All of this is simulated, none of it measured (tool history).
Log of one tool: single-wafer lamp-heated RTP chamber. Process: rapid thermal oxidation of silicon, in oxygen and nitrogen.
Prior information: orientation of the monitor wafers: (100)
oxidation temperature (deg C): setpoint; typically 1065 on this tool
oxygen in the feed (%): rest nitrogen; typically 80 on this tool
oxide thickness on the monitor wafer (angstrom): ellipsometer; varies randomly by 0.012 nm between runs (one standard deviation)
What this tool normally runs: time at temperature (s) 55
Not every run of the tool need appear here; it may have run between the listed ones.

run,hour,oxidation temperature (deg C),time at temperature (s),oxygen in the feed (%),wafers since the last listed run,wafers since the last pyrometer calibration,hours since the oxygen flow controller was replaced,hours since the gauge calibration,"read-back reference wafer on the same gauge, thickness",oxide thickness on the monitor wafer (angstrom)
1,0,1065,55,80,0,1283,3739.9,919.3,6.681,82.78
2,103,1065,55,80,754,2037,3842.9,1022.3,6.679,82.65
3,133.5,1065,55,80,223,2260,3873.4,1052.8,6.68,82.94
4,201.7,1065,55,80,499,2760,3941.6,1121,6.679,83.12
5,243.1,1065,55,80,303,3063,3983,1162.4,6.684,83.46
# hour 299.6: pyrometer window cleaned and pyrometer calibrated
6,300.1,1065,69,80,358,3,4040,1219.4,6.681,91.07
7,324.5,1065,69,80,178,182,4064.4,1243.8,6.679,90.94
8,350.9,1065,55,80,193,375,4090.8,1270.2,6.677,82.07
# hour 421.6: gauge calibrated
9,435.4,1065,55,80,618,994,4175.3,13.8,6.675,82.21
10,474.3,1082,55,87,284,1279,4214.2,52.7,6.682,95.12
11,524.1,1082,55,87,364,1644,4264,102.5,6.679,95.22
12,556.3,1065,55,80,235,1879,4296.2,134.7,6.68,82.56
13,592.5,1065,55,80,265,2145,4332.4,170.9,6.677,83.01
14,655.1,1065,55,80,458,2603,4395,233.5,6.679,82.97
# hour 670.5: pyrometer window cleaned and pyrometer calibrated
15,716.5,1065,69,80,391,336,4456.4,294.9,6.675,90.92
16,776,1065,55,80,435,772,4515.9,354.4,6.678,82.31
17,839.9,1065,55,57,467,1240,4579.8,418.3,6.679,73.06
# hour 855.2: oxygen flow controller replaced
18,886.7,1080,41,59,284,1524,31.5,465.1,6.679,72.02
19,916.4,1046,55,59,217,1742,61.2,494.8,6.681,65.38
20,970.8,1065,40,80,398,2140,115.6,549.2,6.677,72.22

The next listed run, before its measurement:
21,1039,1052,44,98,499,2640,183.8,617.4,?,?

Run 21 yielded read-back reference wafer on the same gauge, thickness 6.683, oxide thickness on the monitor wafer (angstrom) 74.43.
Minus the tool's unlogged condition, the same run would have read oxide thickness on the monitor wafer (angstrom) 73.49.
